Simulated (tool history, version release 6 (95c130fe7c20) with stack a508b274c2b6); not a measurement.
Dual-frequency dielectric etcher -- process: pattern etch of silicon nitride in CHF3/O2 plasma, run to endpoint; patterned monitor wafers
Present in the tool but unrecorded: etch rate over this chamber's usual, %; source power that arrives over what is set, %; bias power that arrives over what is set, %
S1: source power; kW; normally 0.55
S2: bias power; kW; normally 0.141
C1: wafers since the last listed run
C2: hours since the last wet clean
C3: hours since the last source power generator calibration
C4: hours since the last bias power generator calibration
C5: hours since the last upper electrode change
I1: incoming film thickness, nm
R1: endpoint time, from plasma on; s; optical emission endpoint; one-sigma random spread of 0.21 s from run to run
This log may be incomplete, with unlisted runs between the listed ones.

run 1 day=0 | S1=0.55 S2=0.141 | C1=0 C2=71.3 C3=2667.9 C4=1419.7 C5=4740.2 | I1=77.2 | R1=64.4
run 2 day=0.483 | S1=0.55 S2=0.141 | C1=128 C2=82.9 C3=2679.5 C4=1431.3 C5=4751.8 | I1=77.4 | R1=64.4
run 3 day=1.033 | S1=0.55 S2=0.12 | C1=146 C2=96.1 C3=2692.7 C4=1444.5 C5=4765 | I1=76.7 | R1=66.4
run 4 day=2.196 | S1=0.55 S2=0.12 | C1=309 C2=124 C3=2720.6 C4=1472.4 C5=4792.9 | I1=77.4 | R1=67.2
run 5 day=2.525 | S1=0.62 S2=0.141 | C1=87 C2=131.9 C3=2728.5 C4=1480.3 C5=4800.8 | I1=77 | R1=60.2
run 6 day=3.092 | S1=0.55 S2=0.141 | C1=150 C2=145.5 C3=2742.1 C4=1493.9 C5=4814.4 | I1=77.4 | R1=64.6
run 7 day=3.658 | S1=0.55 S2=0.141 | C1=150 C2=159.1 C3=2755.7 C4=1507.5 C5=4828 | I1=77.7 | R1=65
run 8 day=4.042 | S1=0.55 S2=0.141 | C1=102 C2=168.3 C3=2764.9 C4=1516.7 C5=4837.2 | I1=77.4 | R1=64.6
run 9 day=4.788 | S1=0.55 S2=0.141 | C1=198 C2=186.2 C3=2782.8 C4=1534.6 C5=4855.1 | I1=77.2 | R1=64.6
run 10 day=5.462 | S1=0.55 S2=0.141 | C1=179 C2=202.4 C3=2799 C4=1550.8 C5=4871.3 | I1=77.3 | R1=64.4
run 11 day=6.092 | S1=0.55 S2=0.141 | C1=167 C2=217.5 C3=2814.1 C4=1565.9 C5=4886.4 | I1=77.4 | R1=64.9
-- day=7.221 upper electrode replaced
run 12 day=7.242 | S1=0.55 S2=0.141 | C1=39 C2=245.1 C3=2841.7 C4=1593.5 C5=0.5 | I1=77.7 | R1=65.2
run 13 day=7.258 | S1=0.55 S2=0.141 | C1=4 C2=245.5 C3=2842.1 C4=1593.9 C5=0.9 | I1=77.6 | R1=64.7
-- day=7.671 source power generator calibrated
run 14 day=7.692 | S1=0.55 S2=0.141 | C1=71 C2=255.9 C3=0.5 C4=1604.3 C5=11.3 | I1=77.9 | R1=65.3
run 15 day=7.804 | S1=0.55 S2=0.141 | C1=29 C2=258.6 C3=3.2 C4=1607 C5=14 | I1=77.2 | R1=64.6
run 16 day=8.288 | S1=0.55 S2=0.141 | C1=128 C2=270.2 C3=14.8 C4=1618.6 C5=25.6 | I1=77.3 | R1=64.6
run 17 day=9.017 | S1=0.55 S2=0.141 | C1=194 C2=287.7 C3=32.3 C4=1636.1 C5=43.1 | I1=76 | R1=63.9
run 18 day=9.592 | S1=0.55 S2=0.141 | C1=153 C2=301.5 C3=46.1 C4=1649.9 C5=56.9 | I1=77.9 | R1=65.4
run 19 day=10.196 | S1=0.59 S2=0.129 | C1=160 C2=316 C3=60.6 C4=1664.4 C5=71.4 | I1=77.5 | R1=64.4
run 20 day=10.688 | S1=0.69 S2=0.163 | C1=130 C2=327.8 C3=72.4 C4=1676.2 C5=83.2 | I1=77.5 | R1=55.9
-- day=12.046 wet clean of the chamber
run 21 day=12.121 | S1=0.59 S2=0.112 | C1=115 C2=1.8 C3=106.8 C4=1710.6 C5=117.6 | I1=77.6 | R1=67.8
run 22 day=12.525 | S1=0.59 S2=0.16 | C1=107 C2=11.5 C3=116.5 C4=1720.3 C5=127.3 | I1=77.5 | R1=61.6
run 23 day=13.229 | S1=0.46 S2=0.151 | C1=187 C2=28.4 C3=133.4 C4=1737.2 C5=144.2 | I1=76.8 | R1=71
run 24 day=13.642 | S1=0.45 S2=0.112 | C1=109 C2=38.3 C3=143.3 C4=1747.1 C5=154.1 | I1=76.9 | R1=77.8
-- day=14.117 bias power generator calibrated
-- day=15.208 wet clean of the chamber, repeated, since the last time left the tool worse
run 25 day=15.229 | S1=0.55 S2=0.141 | C1=112 C2=0.5 C3=181.4 C4=26.7 C5=192.2 | I1=77.5 | R1=64.3
run 26 day=15.242 | S1=0.43 S2=0.17 | C1=3 C2=0.8 C3=181.7 C4=27 C5=192.5 | I1=77.4 | R1=69.3
run 27 day=15.496 | S1=0.55 S2=0.141 | C1=67 C2=6.9 C3=187.8 C4=33.1 C5=198.6 | I1=77.2 | R1=64.4
run 28 day=15.817 | S1=0.69 S2=0.164 | C1=85 C2=14.6 C3=195.5 C4=40.8 C5=206.3 | I1=77.1 | R1=54.9
run 29 day=16.129 | S1=0.69 S2=0.164 | C1=83 C2=22.1 C3=203 C4=48.3 C5=213.8 | I1=78 | R1=55.3
run 30 day=16.625 | S1=0.59 S2=0.129 | C1=132 C2=34 C3=214.9 C4=60.2 C5=225.7 | I1=77.6 | R1=63.3
run 31 day=17.079 | S1=0.44 S2=0.162 | C1=120 C2=44.9 C3=225.8 C4=71.1 C5=236.6 | I1=77.6 | R1=70
run 32 day=17.55 | S1=0.64 S2=0.175 | C1=125 C2=56.2 C3=237.1 C4=82.4 C5=247.9 | I1=77.1 | R1=56.1
run 33 day=18.033 | S1=0.62 S2=0.164 | C1=128 C2=67.8 C3=248.7 C4=94 C5=259.5 | I1=77.6 | R1=58.2
run 34 day=18.604 | S1=0.61 S2=0.163 | C1=152 C2=81.5 C3=262.4 C4=107.7 C5=273.2 | I1=78.7 | R1=59.6

What was the tool's hidden state at every run in the log?
source power that arrives over what is set, %: 0, the same for each run
bias power that arrives over what is set, %: 0, the same for each run
H1: etch rate over this chamber's usual, %
run=1 H1=-0.11
run=2 H1=-0.166
run=3 H1=-0.23
run=4 H1=-0.364
run=5 H1=-0.402
run=6 H1=-0.467
run=7 H1=-0.532
run=8 H1=-0.577
run=9 H1=-0.663
run=10 H1=-0.741
run=11 H1=-0.813
run=12 H1=-0.946
run=13 H1=-0.948
run=14 H1=-0.998
run=15 H1=-1.01
run=16 H1=-1.07
run=17 H1=-1.15
run=18 H1=-1.22
run=19 H1=-1.29
run=20 H1=-1.34
run=21 H1=-3.18
run=22 H1=-3.23
run=23 H1=-3.31
run=24 H1=-3.36
run=25 H1=-0.0288
run=26 H1=-0.0303
run=27 H1=-0.0596
run=28 H1=-0.0966
run=29 H1=-0.133
run=30 H1=-0.19
run=31 H1=-0.242
run=32 H1=-0.297
run=33 H1=-0.352
run=34 H1=-0.418
